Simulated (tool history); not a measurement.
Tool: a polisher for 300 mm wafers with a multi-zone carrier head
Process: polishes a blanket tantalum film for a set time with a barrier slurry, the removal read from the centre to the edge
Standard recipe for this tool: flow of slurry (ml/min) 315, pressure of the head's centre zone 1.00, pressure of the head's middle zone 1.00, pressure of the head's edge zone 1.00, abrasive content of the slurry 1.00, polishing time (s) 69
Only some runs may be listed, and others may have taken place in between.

run,day,flow of slurry (ml/min),pressure of the head's centre zone,pressure of the head's middle zone,pressure of the head's edge zone,abrasive content of the slurry,polishing time (s),wafers since the last listed run,wafers polished on this pad,hours since the slurry nozzle was cleaned,hours since the centre zone pressure was calibrated,hours since the edge zone pressure was calibrated,hours since the carrier head's membrane was replaced,"incoming thickness of the incoming film, nm",film removed at the wafer's centre (angstrom),film removed at mid-radius (angstrom),film removed at the wafer's edge (angstrom)
1,0.000,315,1.00,1.00,1.00,1.00,69,0,208,46.1,884.3,352.7,904.1,294.3,856,850,850
2,0.342,315,1.00,1.00,1.00,1.00,69,45,254,54.3,892.5,360.9,912.3,283.4,858,859,858
3,0.854,315,1.00,0.97,1.00,1.00,69,67,321,66.6,904.8,373.2,924.6,286.9,853,821,848
4,1.546,315,1.00,0.97,1.00,1.00,69,91,412,83.2,921.4,389.8,941.2,288.8,836,826,849
5,1.804,315,1.00,0.97,1.00,1.00,69,34,446,89.4,927.6,396.0,947.4,285.6,840,825,835
6,2.146,315,1.00,1.00,1.00,1.00,69,45,492,97.6,935.8,404.2,955.6,286.7,856,843,851
7,2.588,265,1.00,0.92,1.00,0.75,86,58,550,108.2,946.4,414.8,966.2,289.1,965,902,985
8,3.033,425,1.00,0.95,1.09,1.00,79,58,609,118.9,957.1,425.5,976.9,289.1,1006,946,1025
9,3.479,315,1.00,1.00,1.00,1.00,69,58,667,129.6,967.8,436.2,987.6,291.8,848,845,842
# day 3.825: centre zone pressure recalibrated
10,3.879,315,1.00,0.88,0.89,1.00,69,41,709,139.2,1.3,445.8,997.2,295.0,842,759,807
11,4.146,315,1.00,1.00,1.00,0.80,50,35,744,145.6,7.7,452.2,1003.6,289.6,583,588,580
12,4.704,315,1.00,1.00,1.00,1.00,69,73,818,159.0,21.1,465.6,1017.0,293.4,830,851,842
# day 5.271: worn pad replaced by a new one, of another model than before
13,5.300,280,1.11,1.06,1.00,1.00,48,56,4,173.3,35.4,479.9,1031.3,291.0,609,582,560
14,5.625,315,1.00,1.00,1.00,1.25,69,42,46,181.1,43.2,487.7,1039.1,294.0,828,847,862
# day 5.912: carrier head's membrane replaced by a new one
15,5.933,315,1.00,1.00,1.00,1.20,69,13,60,188.5,50.6,495.1,0.5,290.2,830,845,843
16,6.608,315,1.09,0.96,1.00,1.00,81,89,149,204.7,66.8,511.3,16.7,290.4,1006,899,942
# day 6.796: edge zone pressure recalibrated
# day 6.883: slurry nozzle cleaned
17,6.904,315,1.09,0.96,1.00,1.00,81,22,171,0.5,73.9,2.6,23.8,294.2,1103,965,1001
18,7.450,255,1.00,1.00,1.07,1.00,69,72,243,13.6,87.0,15.7,36.9,288.3,823,829,840
19,7.992,315,0.96,1.00,1.00,1.00,69,71,315,26.6,100.0,28.7,49.9,289.8,813,855,858
20,9.929,265,1.00,0.95,1.00,1.00,82,255,570,73.1,146.5,75.2,96.4,285.8,976,943,985
21,10.408,315,1.00,1.07,1.00,1.00,84,63,633,84.6,158.0,86.7,107.9,285.8,1046,1089,1024
22,10.833,315,1.00,1.00,1.00,1.00,69,56,689,94.8,168.2,96.9,118.1,291.3,841,848,848
23,11.242,315,1.00,1.00,1.00,1.00,87,53,743,104.6,178.0,106.7,127.9,292.3,1062,1056,1060

Below are 3 alternative next runs, each starting from the tool's condition after run 23. Predict each:
A,11.258,315,1.00,1.00,1.12,1.00,69,2,746,105.0,178.4,107.1,128.3,286.7,?,?,?
B,11.258,350,1.00,1.00,0.93,0.70,69,2,746,105.0,178.4,107.1,128.3,286.7,?,?,?
C,11.258,250,1.00,1.00,1.00,0.70,69,2,746,105.0,178.4,107.1,128.3,286.7,?,?,?

run,film removed at the wafer's centre (angstrom),film removed at mid-radius (angstrom),film removed at the wafer's edge (angstrom)
A,849,849,882
B,797,796,770
C,740,744,751
The same runs, with their run-to-run variation unchanged, on a tool lacking any hidden condition would have given:
run,film removed at the wafer's centre (angstrom),film removed at mid-radius (angstrom),film removed at the wafer's edge (angstrom)
A,863,862,892
B,809,807,778
C,758,761,763

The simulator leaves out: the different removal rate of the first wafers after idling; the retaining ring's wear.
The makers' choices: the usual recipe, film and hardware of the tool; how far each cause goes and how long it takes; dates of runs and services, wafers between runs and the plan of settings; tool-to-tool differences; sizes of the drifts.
